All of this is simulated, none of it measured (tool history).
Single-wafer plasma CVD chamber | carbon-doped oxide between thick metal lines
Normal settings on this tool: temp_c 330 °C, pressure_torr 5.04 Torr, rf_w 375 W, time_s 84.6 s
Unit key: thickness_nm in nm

run   hour  temp_c  pressure_torr  rf_w  time_s  read-back reference wafer on the same gauge, thickness_nm  thickness_nm
  1    0.0     340           5.04   375    84.6                                                    304.103       330.118
  2   88.7     340           5.04   375    84.6                                                    304.114       330.161
  3  127.6     340           5.04   375    84.6                                                    303.979       330.046
  4  211.8     330           5.04   375    84.6                                                    303.975       338.963
     306.3  -- RF generator calibrated
     308.4  -- showerhead replaced
  5  308.9     330           5.04   375    84.6                                                    304.078       341.271
  6  369.1     330           5.04   375    84.6                                                    304.048       340.522
  7  413.5     330           5.04   375    84.6                                                    304.083       340.428
     492.4  -- gauge calibrated
  8  504.6     340           5.04   375    84.6                                                    303.949       330.441
  9  583.2     344           5.84   320    94.1                                                    304.025       341.421
     595.0  -- thermocouple changed; heater temperature recalibrated
 10  668.4     319           4.02   375    89.7                                                    303.988       368.800

Predict the results of run 11:
     718.0  -- capacitance manometer re-zeroed and calibrated
 11  729.1     330           5.04   375    84.6                                                          ?             ?

Run 11 produced read-back reference wafer on the same gauge, thickness_nm 304.057, thickness_nm 341.935 nm.
Take away the tool's hidden state, keep the run-to-run variation as it was, and the same run would have given thickness_nm 344.942 nm.
